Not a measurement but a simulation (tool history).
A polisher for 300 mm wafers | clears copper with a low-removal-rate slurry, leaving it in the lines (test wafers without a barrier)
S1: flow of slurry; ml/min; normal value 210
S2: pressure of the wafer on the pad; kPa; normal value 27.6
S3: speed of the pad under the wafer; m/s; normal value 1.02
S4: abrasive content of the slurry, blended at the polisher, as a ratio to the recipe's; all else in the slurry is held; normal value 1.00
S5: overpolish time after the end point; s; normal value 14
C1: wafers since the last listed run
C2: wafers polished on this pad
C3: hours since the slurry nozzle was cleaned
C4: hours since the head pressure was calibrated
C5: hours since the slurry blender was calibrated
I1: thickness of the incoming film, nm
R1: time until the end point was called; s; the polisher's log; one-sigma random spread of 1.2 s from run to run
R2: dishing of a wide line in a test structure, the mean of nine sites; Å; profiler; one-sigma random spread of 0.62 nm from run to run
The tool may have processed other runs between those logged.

run,hour,S1,S2,S3,S4,S5,C1,C2,C3,C4,C5,I1,R1,R2
1,0.0,210,27.6,1.02,1.00,14,0,2224,279.2,376.8,238.6,327.5,92.8,333
# hour 16.4: worn pad replaced by a new one
# hour 18.8: slurry blender recalibrated
2,51.4,210,27.6,1.02,1.00,14,417,303,330.6,428.2,32.6,325.4,85.0,352
3,72.2,155,27.6,1.24,1.00,14,191,494,351.4,449.0,53.4,321.8,72.7,395
# hour 98.3: slurry nozzle cleaned
4,100.3,155,27.6,1.24,1.00,14,249,743,2.0,477.1,81.5,324.8,73.1,400
5,135.6,155,27.6,1.24,1.00,14,324,1068,37.3,512.4,116.8,323.6,74.2,389
6,153.7,210,27.6,1.02,1.00,14,166,1235,55.4,530.5,134.9,329.4,87.1,341
7,171.4,210,23.4,1.02,1.00,10,162,1398,73.1,548.2,152.6,327.1,100.9,225
8,186.9,210,33.8,0.92,1.00,14,142,1540,88.6,563.7,168.1,320.5,79.7,368
9,214.2,210,27.6,0.76,1.00,14,251,1791,115.9,591.0,195.4,325.9,114.5,262
# hour 229.8: slurry blender recalibrated
10,249.4,210,33.1,1.02,1.00,22,305,2097,151.1,626.2,19.6,321.4,76.7,578
# hour 256.1: head pressure recalibrated
# hour 265.2: worn pad replaced by a new one
11,298.9,210,27.6,1.02,1.00,14,400,309,200.6,42.8,69.1,329.9,85.0,353
12,320.2,160,27.6,1.02,1.00,14,195,505,221.9,64.1,90.4,325.1,88.7,340
13,405.8,180,27.6,1.02,0.80,14,787,1293,307.5,149.7,176.0,327.8,93.1,327
14,424.9,210,33.1,1.02,1.00,22,175,1468,326.6,168.8,195.1,330.6,76.3,577
15,453.8,210,27.6,1.02,1.00,14,265,1734,355.5,197.7,224.0,318.8,86.1,325
# hour 469.5: slurry blender recalibrated
16,476.6,245,22.8,1.12,1.00,20,191,1926,378.3,220.5,7.1,325.2,96.4,432
# hour 490.8: slurry nozzle cleaned
17,508.0,210,21.4,1.02,0.85,14,279,2205,17.2,251.9,38.5,324.7,120.0,266
# hour 516.7: worn pad replaced by a new one
18,581.5,210,27.6,1.02,1.10,17,639,596,90.7,325.4,112.0,328.3,83.0,440
19,596.3,210,27.6,1.02,1.00,14,136,732,105.5,340.2,126.8,325.9,85.9,358
20,621.1,210,27.6,1.02,1.00,14,228,960,130.3,365.0,151.6,323.1,84.5,346
21,648.8,280,30.3,1.18,1.00,14,254,1215,158.0,392.7,179.3,322.8,67.4,421
22,660.9,210,27.6,1.02,1.00,14,111,1326,170.1,404.8,191.4,327.9,88.0,348
23,676.3,210,31.0,1.02,1.00,14,141,1468,185.5,420.2,206.8,323.1,78.8,372
# hour 679.0: slurry blender recalibrated
24,707.1,210,27.6,0.76,1.00,7,264,1733,216.3,451.0,28.1,327.9,116.9,141
# hour 732.2: worn pad replaced by a new one
25,735.1,210,27.6,1.02,1.00,14,220,26,244.3,479.0,56.1,329.9,88.1,355
26,752.9,210,27.6,1.02,1.00,14,163,190,262.1,496.8,73.9,330.3,84.7,353
27,767.1,260,27.6,1.02,1.00,14,130,321,276.3,511.0,88.1,328.7,82.4,364
28,787.6,210,27.6,1.30,1.15,8,188,509,296.8,531.5,108.6,328.2,65.5,273

State the hidden condition of the tool at each of the runs:
slurry flow missing at the pad, %: 0 in every run
deviation of the head's pressure from its setpoint, %: 0 in every run
abrasive missing from the slurry, %: 0 in every run
H1: removal rate lost through wear of the pad, %
run,H1
1,8.3
2,0.34
3,0.602
4,1.15
5,2.14
6,2.79
7,3.51
8,4.21
9,5.61
10,7.71
11,0.587
12,0.85
13,3.18
14,3.97
15,5.37
16,6.64
17,8.62
18,1.47
19,1.76
20,2.4
21,3.31
22,3.77
23,4.42
24,5.92
25,0.785
26,0.843
27,0.953
28,1.21
